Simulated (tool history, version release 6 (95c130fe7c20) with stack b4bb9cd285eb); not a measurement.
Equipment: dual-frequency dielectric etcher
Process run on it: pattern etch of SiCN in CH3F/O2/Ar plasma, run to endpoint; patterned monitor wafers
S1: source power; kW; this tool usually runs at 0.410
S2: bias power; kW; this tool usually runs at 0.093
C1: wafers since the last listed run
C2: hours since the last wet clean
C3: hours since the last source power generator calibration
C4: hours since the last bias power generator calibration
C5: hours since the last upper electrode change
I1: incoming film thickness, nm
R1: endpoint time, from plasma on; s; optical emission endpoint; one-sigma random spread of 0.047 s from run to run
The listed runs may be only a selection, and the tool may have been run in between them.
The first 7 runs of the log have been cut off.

-- hour=443.0 wet clean of the chamber
run 8 hour=443.5 | S1=0.410 S2=0.103 | C1=593 C2=0.5 C3=2730.2 C4=4134.8 C5=2399.6 | I1=5.81 | R1=13.2
run 9 hour=490.2 | S1=0.410 S2=0.103 | C1=555 C2=47.2 C3=2776.9 C4=4181.5 C5=2446.3 | I1=5.81 | R1=13.3
-- hour=515.9 upper electrode replaced
run 10 hour=527.4 | S1=0.470 S2=0.101 | C1=157 C2=84.4 C3=2814.1 C4=4218.7 C5=11.5 | I1=5.80 | R1=12.6
run 11 hour=572.7 | S1=0.470 S2=0.101 | C1=539 C2=129.7 C3=2859.4 C4=4264.0 C5=56.8 | I1=5.77 | R1=12.5
-- hour=595.2 source power generator calibrated
-- hour=624.1 bias power generator calibrated
run 12 hour=628.3 | S1=0.410 S2=0.093 | C1=566 C2=185.3 C3=33.1 C4=4.2 C5=112.4 | I1=5.77 | R1=14.0
run 13 hour=670.8 | S1=0.410 S2=0.093 | C1=505 C2=227.8 C3=75.6 C4=46.7 C5=154.9 | I1=5.81 | R1=14.1
run 14 hour=697.1 | S1=0.410 S2=0.087 | C1=313 C2=254.1 C3=101.9 C4=73.0 C5=181.2 | I1=5.75 | R1=14.3
run 15 hour=730.2 | S1=0.410 S2=0.087 | C1=393 C2=287.2 C3=135.0 C4=106.1 C5=214.3 | I1=5.77 | R1=14.3
run 16 hour=770.6 | S1=0.410 S2=0.087 | C1=480 C2=327.6 C3=175.4 C4=146.5 C5=254.7 | I1=5.85 | R1=14.4
run 17 hour=801.1 | S1=0.500 S2=0.108 | C1=363 C2=358.1 C3=205.9 C4=177.0 C5=285.2 | I1=5.78 | R1=12.3
run 18 hour=841.7 | S1=0.370 S2=0.071 | C1=483 C2=398.7 C3=246.5 C4=217.6 C5=325.8 | I1=5.82 | R1=16.1
-- hour=902.2 wet clean of the chamber
run 19 hour=902.7 | S1=0.370 S2=0.093 | C1=440 C2=0.5 C3=307.5 C4=278.6 C5=386.8 | I1=5.82 | R1=14.7
run 20 hour=942.3 | S1=0.310 S2=0.073 | C1=471 C2=40.1 C3=347.1 C4=318.2 C5=426.4 | I1=5.82 | R1=17.3
run 21 hour=971.3 | S1=0.410 S2=0.093 | C1=345 C2=69.1 C3=376.1 C4=347.2 C5=455.4 | I1=5.82 | R1=14.1
run 22 hour=1028.3 | S1=0.370 S2=0.081 | C1=678 C2=126.1 C3=433.1 C4=404.2 C5=512.4 | I1=5.80 | R1=15.4
run 23 hour=1082.8 | S1=0.310 S2=0.093 | C1=648 C2=180.6 C3=487.6 C4=458.7 C5=566.9 | I1=5.73 | R1=15.6
run 24 hour=1119.6 | S1=0.410 S2=0.093 | C1=438 C2=217.4 C3=524.4 C4=495.5 C5=603.7 | I1=5.78 | R1=13.9
run 25 hour=1179.5 | S1=0.480 S2=0.074 | C1=713 C2=277.3 C3=584.3 C4=555.4 C5=663.6 | I1=5.84 | R1=14.2
run 26 hour=1249.8 | S1=0.410 S2=0.093 | C1=836 C2=347.6 C3=654.6 C4=625.7 C5=733.9 | I1=5.81 | R1=13.9
run 27 hour=1293.6 | S1=0.410 S2=0.093 | C1=521 C2=391.4 C3=698.4 C4=669.5 C5=777.7 | I1=5.73 | R1=13.7
run 28 hour=1364.8 | S1=0.330 S2=0.101 | C1=847 C2=462.6 C3=769.6 C4=740.7 C5=848.9 | I1=5.81 | R1=14.9
-- hour=1400.7 wet clean of the chamber
run 29 hour=1401.2 | S1=0.440 S2=0.083 | C1=147 C2=0.5 C3=806.0 C4=777.1 C5=885.3 | I1=5.79 | R1=13.9
run 30 hour=1435.7 | S1=0.370 S2=0.099 | C1=410 C2=35.0 C3=840.5 C4=811.6 C5=919.8 | I1=5.80 | R1=14.2
run 31 hour=1504.7 | S1=0.490 S2=0.080 | C1=821 C2=104.0 C3=909.5 C4=880.6 C5=988.8 | I1=5.80 | R1=13.6
run 32 hour=1559.2 | S1=0.330 S2=0.086 | C1=648 C2=158.5 C3=964.0 C4=935.1 C5=1043.3 | I1=5.80 | R1=15.7

Forecast each of these 4 alternatives for the next run:
run A hour=1559.6 | S1=0.410 S2=0.076 | C1=4 C2=158.9 C3=964.4 C4=935.5 C5=1043.7 | I1=5.80 | R1=?
run B hour=1559.6 | S1=0.440 S2=0.103 | C1=4 C2=158.9 C3=964.4 C4=935.5 C5=1043.7 | I1=5.80 | R1=?
run C hour=1559.6 | S1=0.330 S2=0.108 | C1=4 C2=158.9 C3=964.4 C4=935.5 C5=1043.7 | I1=5.80 | R1=?
run D hour=1559.6 | S1=0.480 S2=0.072 | C1=4 C2=158.9 C3=964.4 C4=935.5 C5=1043.7 | I1=5.80 | R1=?

run=A R1=14.8
run=B R1=13.0
run=C R1=14.4
run=D R1=14.1
Had the tool no hidden state, the same runs would have come out as:
run=A R1=15.0
run=B R1=13.2
run=C R1=14.6
run=D R1=14.3
